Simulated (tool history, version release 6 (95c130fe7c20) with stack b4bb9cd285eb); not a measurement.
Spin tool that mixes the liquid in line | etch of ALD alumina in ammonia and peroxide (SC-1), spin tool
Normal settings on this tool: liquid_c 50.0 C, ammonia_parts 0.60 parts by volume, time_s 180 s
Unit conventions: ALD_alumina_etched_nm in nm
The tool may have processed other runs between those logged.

run	hour	liquid_c	ammonia_parts	time_s	read-back film thickness of the ALD alumina reference wafer, read on the same gauge (nm)	ALD_alumina_etched_nm
1	0.0	50.0	0.40	135	116.87	6.10
# hour 61.1: heated supply line repaired
# hour 63.1: gauge calibrated
2	80.8	45.5	0.60	180	109.94	6.16
3	129.9	45.5	0.60	180	110.57	6.17
4	157.3	50.0	0.60	180	110.87	7.90
5	307.4	50.0	0.50	180	112.30	7.99
6	362.7	50.0	0.50	180	112.72	7.96
7	387.9	50.0	0.60	180	112.91	8.18
8	450.5	44.5	0.80	180	113.31	6.17
9	476.2	60.0	0.85	275	113.46	21.79
10	523.1	50.0	0.60	180	113.69	8.15
# hour 563.1: new drum of ammonia solution connected
11	578.9	50.0	0.60	280	114.02	12.74
# hour 619.1: thermometer replaced
12	647.1	47.0	0.45	180	114.27	6.75
# hour 688.9: ammonia flow meter replaced
13	711.6	56.0	0.75	105	114.55	6.77
14	737.4	46.0	0.60	180	114.60	6.56
15	924.3	44.5	0.30	180	115.10	5.70
16	959.8	52.5	0.60	260	115.19	13.89
17	1004.0	56.0	0.70	100	115.29	6.41
18	1061.4	50.0	0.60	180	115.39	8.31
19	1119.9	50.0	0.60	180	115.49	8.30
20	1154.9	50.0	0.60	180	115.55	8.29
21	1212.9	41.0	0.45	245	115.64	6.61
22	1244.7	59.0	0.60	240	115.67	17.73
23	1298.2	40.5	0.50	180	115.70	4.76
# hour 1345.9: heated supply line repaired
24	1368.6	57.5	0.40	180	115.78	11.94
25	1409.7	50.0	0.75	180	115.80	8.47
26	1441.7	50.0	0.60	145	115.83	6.75

Results per run with the tool's hidden condition removed, run-to-run variation unchanged:
Hidden state at play: liquid colder than its thermometer reads (K); ammonia flow below the setpoint (%); temperature lost on the way to the wafer (K); ammonia solution weaker than its label (%); gauge reads high (%).
run	ALD_alumina_etched_nm
1	5.74
2	6.16
3	6.14
4	7.84
5	7.82
6	7.77
7	7.97
8	5.99
9	21.13
10	7.88
11	12.29
12	6.50
13	6.50
14	6.30
15	5.45
16	13.26
17	6.12
18	7.93
19	7.91
20	7.89
21	6.29
22	16.87
23	4.52
24	11.35
25	8.05
26	6.41
